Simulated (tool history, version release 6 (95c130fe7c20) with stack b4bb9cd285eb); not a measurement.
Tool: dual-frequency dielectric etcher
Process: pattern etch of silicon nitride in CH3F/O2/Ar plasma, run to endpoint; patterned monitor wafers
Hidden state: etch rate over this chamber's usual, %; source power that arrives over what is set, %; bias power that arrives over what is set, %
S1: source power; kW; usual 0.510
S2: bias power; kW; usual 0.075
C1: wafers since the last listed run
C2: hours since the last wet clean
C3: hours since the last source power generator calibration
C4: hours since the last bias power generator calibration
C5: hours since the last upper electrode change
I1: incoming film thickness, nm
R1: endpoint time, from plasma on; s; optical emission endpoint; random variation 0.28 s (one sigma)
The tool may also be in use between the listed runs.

run	hour	S1	S2	C1	C2	C3	C4	C5	I1	R1
1	0.0	0.510	0.075	0	400.8	2899.4	1432.3	6112.3	41.76	56.7
2	64.8	0.480	0.080	695	465.6	2964.2	1497.1	6177.1	41.76	55.8
# hour 96.3: wet clean of the chamber
3	96.8	0.440	0.087	85	0.5	2996.2	1529.1	6209.1	41.54	56.4
4	125.1	0.510	0.075	303	28.8	3024.5	1557.4	6237.4	41.64	58.0
# hour 177.9: source power generator calibrated
5	190.7	0.510	0.075	660	94.4	12.8	1623.0	6303.0	41.55	57.7
6	253.0	0.510	0.079	668	156.7	75.1	1685.3	6365.3	41.70	56.3
# hour 325.9: upper electrode replaced
7	326.4	0.510	0.079	529	230.1	148.5	1758.7	0.5	42.02	56.8
8	436.7	0.510	0.079	1183	340.4	258.8	1869.0	110.8	41.76	55.8
9	511.3	0.510	0.061	800	415.0	333.4	1943.6	185.4	41.66	63.9
10	546.6	0.510	0.075	378	450.3	368.7	1978.9	220.7	42.48	58.0
11	613.1	0.510	0.075	713	516.8	435.2	2045.4	287.2	41.53	56.3
# hour 685.3: wet clean of the chamber
12	685.8	0.510	0.075	522	0.5	507.9	2118.1	359.9	41.82	57.8
13	698.0	0.590	0.062	130	12.7	520.1	2130.3	372.1	41.47	60.7
14	727.2	0.430	0.075	313	41.9	549.3	2159.5	401.3	42.17	61.9
15	771.8	0.510	0.079	478	86.5	593.9	2204.1	445.9	41.89	56.2
16	799.6	0.510	0.075	298	114.3	621.7	2231.9	473.7	41.43	57.6
17	854.3	0.420	0.080	586	169.0	676.4	2286.6	528.4	41.64	59.7
18	922.9	0.440	0.091	735	237.6	745.0	2355.2	597.0	41.99	55.3
19	956.9	0.510	0.075	364	271.6	779.0	2389.2	631.0	41.60	57.5
20	1002.5	0.460	0.075	489	317.2	824.6	2434.8	676.6	42.30	60.5

Forecast run 21:
21	1063.9	0.510	0.075	658	378.6	886.0	2496.2	738.0	41.97	?

Run 21 gave R1 57.7 s.
Without the tool's hidden state the same run would have given R1 57.5 s.
